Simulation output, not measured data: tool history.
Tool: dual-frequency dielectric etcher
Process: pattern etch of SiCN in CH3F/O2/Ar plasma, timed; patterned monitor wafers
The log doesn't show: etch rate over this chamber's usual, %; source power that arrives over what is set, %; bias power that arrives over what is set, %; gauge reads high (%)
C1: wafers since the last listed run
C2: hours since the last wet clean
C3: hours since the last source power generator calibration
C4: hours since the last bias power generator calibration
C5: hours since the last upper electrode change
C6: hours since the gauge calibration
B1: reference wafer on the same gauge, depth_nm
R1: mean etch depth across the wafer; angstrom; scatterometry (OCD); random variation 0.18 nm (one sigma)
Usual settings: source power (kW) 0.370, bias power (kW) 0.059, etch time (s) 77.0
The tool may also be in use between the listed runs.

Run 1, day 0.000: usual settings; C1 0; C2 405.7; C3 790.5; C4 584.7; C5 2736.5; C6 859.4; B1 24.47. Result: R1 265.2 angstrom.
At day 0.638: wet clean of the chamber.
Run 2, day 2.300: usual settings; C1 520; C2 39.9; C3 845.7; C4 639.9; C5 2791.7; C6 914.6; B1 24.45. Result: R1 256.9 angstrom.
At day 5.325: gauge calibrated.
Run 3, day 8.183: usual settings; C1 1842; C2 181.1; C3 986.9; C4 781.1; C5 2932.9; C6 68.6; B1 24.49. Result: R1 262.3 angstrom.
Run 4, day 10.254: usual settings but etch time (s) 65.5; C1 648; C2 230.8; C3 1036.6; C4 830.8; C5 2982.6; C6 118.3; B1 24.49. Result: R1 222.2 angstrom.
Run 5, day 14.350: usual settings but etch time (s) 65.5; C1 1282; C2 329.1; C3 1134.9; C4 929.1; C5 3080.9; C6 216.6; B1 24.44. Result: R1 222.7 angstrom.
At day 17.746: wet clean of the chamber.
Run 6, day 18.158: usual settings; C1 879; C2 9.9; C3 1226.3; C4 1020.5; C5 3172.3; C6 308.0; B1 24.48. Result: R1 256.2 angstrom.
Run 7, day 21.454: usual settings; C1 1032; C2 89.0; C3 1305.4; C4 1099.6; C5 3251.4; C6 387.1; B1 24.51. Result: R1 258.1 angstrom.
Run 8, day 25.012: usual settings; C1 1114; C2 174.4; C3 1390.8; C4 1185.0; C5 3336.8; C6 472.5; B1 24.52. Result: R1 264.1 angstrom.
Run 9, day 29.096: usual settings but source power (kW) 0.400; C1 1278; C2 272.4; C3 1488.8; C4 1283.0; C5 3434.8; C6 570.5; B1 24.45. Result: R1 270.9 angstrom.
Run 10, day 31.496: usual settings but source power (kW) 0.400; C1 751; C2 330.0; C3 1546.4; C4 1340.6; C5 3492.4; C6 628.1; B1 24.49. Result: R1 275.0 angstrom.
Run 11, day 33.188: usual settings but source power (kW) 0.400; C1 529; C2 370.6; C3 1587.0; C4 1381.2; C5 3533.0; C6 668.7; B1 24.53. Result: R1 273.7 angstrom.
Run 12, day 36.017: usual settings but etch time (s) 63.0; C1 886; C2 438.5; C3 1654.9; C4 1449.1; C5 3600.9; C6 736.6; B1 24.49. Result: R1 218.0 angstrom.
At day 37.950: wet clean of the chamber.
Run 13, day 38.304: usual settings but source power (kW) 0.350, bias power (kW) 0.063, etch time (s) 96.0; C1 403; C2 8.5; C3 1709.8; C4 1504.0; C5 3655.8; C6 791.5; B1 24.48. Result: R1 318.1 angstrom.
Run 14, day 42.517: usual settings but source power (kW) 0.320; C1 1319; C2 109.6; C3 1810.9; C4 1605.1; C5 3756.9; C6 892.6; B1 24.51. Result: R1 242.8 angstrom.
At day 43.996: source power generator calibrated.
Run 15, day 46.338: usual settings; C1 1144; C2 201.3; C3 56.2; C4 1696.8; C5 3848.6; C6 984.3; B1 24.48. Result: R1 263.9 angstrom.
At day 48.133: gauge calibrated.
Run 16, day 48.817: usual settings but bias power (kW) 0.046, etch time (s) 70.5; C1 776; C2 260.8; C3 115.7; C4 1756.3; C5 3908.1; C6 16.4; B1 24.47. Result: R1 226.3 angstrom.
At day 50.271: upper electrode replaced, of another model than before.
Run 17, day 50.412: usual settings; C1 186; C2 299.1; C3 154.0; C4 1794.6; C5 3.4; C6 54.7; B1 24.60. Result: R1 263.6 angstrom.

Forecast run 18:
Run 18, day 52.379: usual settings; C1 615; C2 346.3; C3 201.2; C4 1841.8; C5 50.6; C6 101.9; B1 ?. Result: R1 ?.

{"run 18": {"B1": 24.47, "R1": 266.2}}
Without the tool's hidden state the same run would have given R1 257.0 angstrom.
